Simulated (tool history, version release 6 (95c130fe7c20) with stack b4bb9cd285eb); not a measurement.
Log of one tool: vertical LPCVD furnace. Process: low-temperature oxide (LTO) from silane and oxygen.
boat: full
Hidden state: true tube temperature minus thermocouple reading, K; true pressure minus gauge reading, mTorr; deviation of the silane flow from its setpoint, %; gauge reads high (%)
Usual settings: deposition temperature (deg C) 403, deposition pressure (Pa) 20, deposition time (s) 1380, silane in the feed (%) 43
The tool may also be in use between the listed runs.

run,day,deposition temperature (deg C),deposition pressure (Pa),deposition time (s),silane in the feed (%),wafers since the last listed run,hours since the last temperature calibration,hours since the pressure gauge was zeroed,hours since the silane flow controller was replaced,hours since the gauge calibration,"read-back reference wafer on the same gauge, thickness",film thickness on the monitor wafer in the middle of the boat (angstrom)
1,0,411,20,1380,43,0,1706.4,4426.8,5903.1,229,144.08,1708.3
2,2.412,411,20,1380,43,804,1764.3,4484.7,5961,286.9,144.34,1715.7
3,5.233,411,20,1380,43,940,1832,4552.4,6028.7,354.6,144.88,1712.1
4,7.425,403,20,1380,43,730,1884.6,4605,6081.3,407.2,145.03,1582.2
# day 9.817: thermocouples replaced and temperature profile calibrated
5,9.838,403,20,1380,43,470,0.5,4662.9,6139.2,465.1,145.06,1591.9
6,10.971,403,20,1380,43,377,27.7,4690.1,6166.4,492.3,145.15,1594.8
# day 13.567: silane flow controller replaced
7,13.588,403,20,1380,43,538,90.5,4752.9,0.5,555.1,145.56,1600
8,15.021,393,15.3,1740,36,477,124.9,4787.3,34.9,589.5,145.36,1118.8
# day 17.354: gauge calibrated
9,17.667,403,20,1230,43,881,188.4,4850.8,98.4,7.5,141.08,1376.8
10,20.638,403,20,1380,43,990,259.7,4922.1,169.7,78.8,142.12,1560.9
# day 22.142: pressure gauge zeroed
11,22.25,395,18,1380,43,204,298.4,2.6,208.4,117.5,142.46,1285.9
12,23.442,409,16.7,1680,43,397,327,31.2,237,146.1,142.73,1689.9
13,25.804,407,20,1380,43,787,383.7,87.9,293.7,202.8,143.3,1640.9
14,26.846,403,20,1380,38,347,408.7,112.9,318.7,227.8,143.54,1365.2
15,28.092,403,24,1380,43,415,438.6,142.8,348.6,257.7,143.86,1886.3

Forecast each of these 3 alternatives for the next run:
A,28.233,403,18,1380,43,47,442,146.2,352,261.1,?,?
B,28.233,412,20,1380,43,47,442,146.2,352,261.1,?,?
C,28.233,403,20,1380,40,47,442,146.2,352,261.1,?,?

run,"read-back reference wafer on the same gauge, thickness",film thickness on the monitor wafer in the middle of the boat (angstrom)
A,143.86,1418.1
B,143.86,1731.2
C,143.86,1451.8
Without the tool's hidden state the same runs would have given:
run,film thickness on the monitor wafer in the middle of the boat (angstrom)
A,1390.9
B,1697.9
C,1423.9

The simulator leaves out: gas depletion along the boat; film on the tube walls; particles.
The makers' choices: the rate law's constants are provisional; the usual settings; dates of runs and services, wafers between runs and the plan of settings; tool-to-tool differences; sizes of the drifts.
